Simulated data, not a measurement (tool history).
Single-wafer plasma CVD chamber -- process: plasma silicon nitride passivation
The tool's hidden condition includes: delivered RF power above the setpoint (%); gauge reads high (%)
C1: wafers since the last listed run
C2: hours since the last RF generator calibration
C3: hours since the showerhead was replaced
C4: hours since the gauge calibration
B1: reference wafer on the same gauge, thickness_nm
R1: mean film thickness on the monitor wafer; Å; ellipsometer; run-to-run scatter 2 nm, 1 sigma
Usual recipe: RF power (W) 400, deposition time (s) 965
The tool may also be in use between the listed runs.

{"run": 1, "hour": 0.0, "RF power (W)": 400, "deposition time (s)": 1113, "C1": 0, "C2": 1440.5, "C3": 7567.2, "C4": 118.1, "B1": 1274.345, "R1": 15416.99}
{"run": 2, "hour": 11.2, "RF power (W)": 435, "deposition time (s)": 965, "C1": 15, "C2": 1451.7, "C3": 7578.4, "C4": 129.3, "B1": 1274.711, "R1": 13722.55}
{"run": 3, "hour": 28.6, "RF power (W)": 400, "deposition time (s)": 965, "C1": 23, "C2": 1469.1, "C3": 7595.8, "C4": 146.7, "B1": 1272.358, "R1": 13353.99}
{"run": 4, "hour": 36.7, "RF power (W)": 400, "deposition time (s)": 965, "C1": 10, "C2": 1477.2, "C3": 7603.9, "C4": 154.8, "B1": 1271.943, "R1": 13374.77}
{"run": 5, "hour": 46.9, "RF power (W)": 400, "deposition time (s)": 965, "C1": 13, "C2": 1487.4, "C3": 7614.1, "C4": 165.0, "B1": 1271.178, "R1": 13353.8}
{"run": 6, "hour": 53.8, "RF power (W)": 400, "deposition time (s)": 965, "C1": 9, "C2": 1494.3, "C3": 7621.0, "C4": 171.9, "B1": 1270.254, "R1": 13349.17}
{"hour": 71.4, "done": "RF generator calibrated"}
{"run": 7, "hour": 71.9, "RF power (W)": 400, "deposition time (s)": 965, "C1": 13, "C2": 0.5, "C3": 7639.1, "C4": 190.0, "B1": 1268.636, "R1": 13294.46}
{"hour": 75.5, "done": "gauge calibrated"}
{"run": 8, "hour": 85.6, "RF power (W)": 470, "deposition time (s)": 1124, "C1": 18, "C2": 14.2, "C3": 7652.8, "C4": 10.1, "B1": 1278.104, "R1": 16407.27}
{"run": 9, "hour": 98.9, "RF power (W)": 350, "deposition time (s)": 866, "C1": 17, "C2": 27.5, "C3": 7666.1, "C4": 23.4, "B1": 1276.743, "R1": 11492.56}
{"run": 10, "hour": 109.0, "RF power (W)": 400, "deposition time (s)": 856, "C1": 13, "C2": 37.6, "C3": 7676.2, "C4": 33.5, "B1": 1278.07, "R1": 11892.68}
{"hour": 125.6, "done": "showerhead replaced"}
{"run": 11, "hour": 126.1, "RF power (W)": 400, "deposition time (s)": 965, "C1": 12, "C2": 54.7, "C3": 0.5, "C4": 50.6, "B1": 1277.292, "R1": 13396.61}
{"run": 12, "hour": 129.4, "RF power (W)": 475, "deposition time (s)": 788, "C1": 4, "C2": 58.0, "C3": 3.8, "C4": 53.9, "B1": 1277.232, "R1": 11585.03}
{"run": 13, "hour": 146.6, "RF power (W)": 475, "deposition time (s)": 878, "C1": 23, "C2": 75.2, "C3": 21.0, "C4": 71.1, "B1": 1275.827, "R1": 12879.69}
{"run": 14, "hour": 164.4, "RF power (W)": 440, "deposition time (s)": 965, "C1": 24, "C2": 93.0, "C3": 38.8, "C4": 88.9, "B1": 1275.495, "R1": 13803.33}

Entry by entry between the runs, the difference in hidden state between the last listed run before and the first listed run after:
Between runs 6 and 7: RF generator calibrated (hour 71.4)
  gauge reads high (%): -0.728 -> -0.872
  what was measured, less what the result would be without the hidden state, R1: -97.84 -> -116.98 Å
Between runs 7 and 8: gauge calibrated (hour 75.5)
  gauge reads high (%): -0.872 -> -0.186
  what was measured, less what the result would be without the hidden state, R1: -116.98 -> -30.61 Å
Between runs 10 and 11: showerhead replaced (hour 125.6)
  gauge reads high (%): -0.209 -> -0.24
  what was measured, less what the result would be without the hidden state, R1: -24.88 -> -32.29 Å

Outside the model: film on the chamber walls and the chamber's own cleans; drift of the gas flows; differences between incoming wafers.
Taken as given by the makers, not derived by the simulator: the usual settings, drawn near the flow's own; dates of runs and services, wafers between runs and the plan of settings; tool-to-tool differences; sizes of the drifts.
